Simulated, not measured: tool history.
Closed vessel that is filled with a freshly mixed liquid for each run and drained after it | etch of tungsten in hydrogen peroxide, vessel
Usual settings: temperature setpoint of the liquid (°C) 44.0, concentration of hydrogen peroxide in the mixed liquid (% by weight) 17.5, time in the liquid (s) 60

run    hour  temperature setpoint of the liquid (°C)  concentration of hydrogen peroxide in the mixed liquid (% by weight)  time in the liquid (s)  read-back film thickness of the tungsten reference wafer, read on the same gauge (nm)  thickness taken off the tungsten on a monitor wafer (angstrom)
  1     0.0                                     49.5                                                                  17.5                      60                                                                                 130.00                                                          1630.9
  2    56.9                                     49.5                                                                  17.5                      60                                                                                 130.00                                                          1643.7
  3    89.9                                     44.0                                                                  17.5                      60                                                                                 130.01                                                          1161.8
  4   138.2                                     44.0                                                                  19.5                      60                                                                                 129.99                                                          1222.2
  5   205.4                                     44.0                                                                  19.5                      60                                                                                 130.00                                                          1219.7
  6   248.6                                     44.0                                                                  15.0                      60                                                                                 129.99                                                          1071.6
  7   282.0                                     48.0                                                                  13.5                      60                                                                                 130.01                                                          1304.5
  8   315.6                                     48.0                                                                  13.5                      60                                                                                 129.99                                                          1292.8
  9   365.6                                     48.0                                                                  13.5                      60                                                                                 130.01                                                          1289.4
 10   400.8                                     44.0                                                                  17.5                      60                                                                                 130.00                                                          1150.7
 11   433.0                                     44.0                                                                  17.5                      60                                                                                 130.00                                                          1142.1
      477.1  -- gauge calibrated
 12   484.1                                     48.5                                                                  22.5                      75                                                                                 130.01                                                          2147.5
 13   560.3                                     34.5                                                                  19.0                      35                                                                                 129.99                                                           373.4
 14   614.6                                     40.5                                                                  19.5                      30                                                                                 129.99                                                           478.8
 15   639.1                                     53.0                                                                  21.5                      50                                                                                 129.99                                                          1832.2
 16   696.9                                     44.0                                                                  17.5                      60                                                                                 129.99                                                          1136.8
      711.4  -- peroxide flow meter replaced
 17   728.4                                     52.5                                                                  17.5                      80                                                                                 130.02                                                          2555.8
      733.4  -- new drum of peroxide connected
 18   789.6                                     39.0                                                                  17.5                      45                                                                                 129.98                                                           632.0
      829.5  -- thermometer replaced
 19   842.3                                     44.0                                                                  17.5                      60                                                                                 129.99                                                          1168.6
 20   901.3                                     44.0                                                                  19.5                      35                                                                                 129.98                                                           712.2
 21   936.2                                     47.5                                                                  15.0                      70                                                                                 129.99                                                          1561.3
 22   994.9                                     44.0                                                                  15.5                      40                                                                                 130.00                                                           725.3
 23  1056.5                                     51.5                                                                  15.0                      40                                                                                 130.01                                                          1126.2
 24  1115.9                                     44.0                                                                  17.5                      60                                                                                 130.00                                                          1146.0
 25  1143.1                                     46.5                                                                  15.5                      95                                                                                 129.99                                                          1999.0
 26  1196.9                                     36.5                                                                  21.0                      90                                                                                 130.00                                                          1158.4
 27  1257.7                                     47.5                                                                  17.5                      50                                                                                 129.98                                                          1188.8
 28  1305.6                                     50.5                                                                  17.5                      50                                                                                 130.00                                                          1431.5
 29  1364.0                                     39.5                                                                  17.5                      30                                                                                 130.00                                                           429.0

5 ways to go on from here, each from the tool as it stands after run 29. What would each give?
  A  1364.7                                     44.0                                                                  17.5                      60                                                                                      ?                                                               ?
  B  1364.7                                     44.0                                                                  17.5                      85                                                                                      ?                                                               ?
  C  1364.7                                     38.0                                                                  17.5                      75                                                                                      ?                                                               ?
  D  1364.7                                     52.0                                                                  19.5                      60                                                                                      ?                                                               ?
  E  1364.7                                     37.0                                                                  14.0                      90                                                                                      ?                                                               ?

run  read-back film thickness of the tungsten reference wafer, read on the same gauge (nm)  thickness taken off the tungsten on a monitor wafer (angstrom)
  A                                                                                 129.99                                                          1144.4
  B                                                                                 129.99                                                          1621.2
  C                                                                                 129.99                                                           970.4
  D                                                                                 129.99                                                          1982.0
  E                                                                                 129.99                                                           974.9
Without the tool's hidden state the same runs would have given:
run  thickness taken off the tungsten on a monitor wafer (angstrom)
  A                                                          1170.8
  B                                                          1658.6
  C                                                           992.8
  D                                                          2027.7
  E                                                           997.4
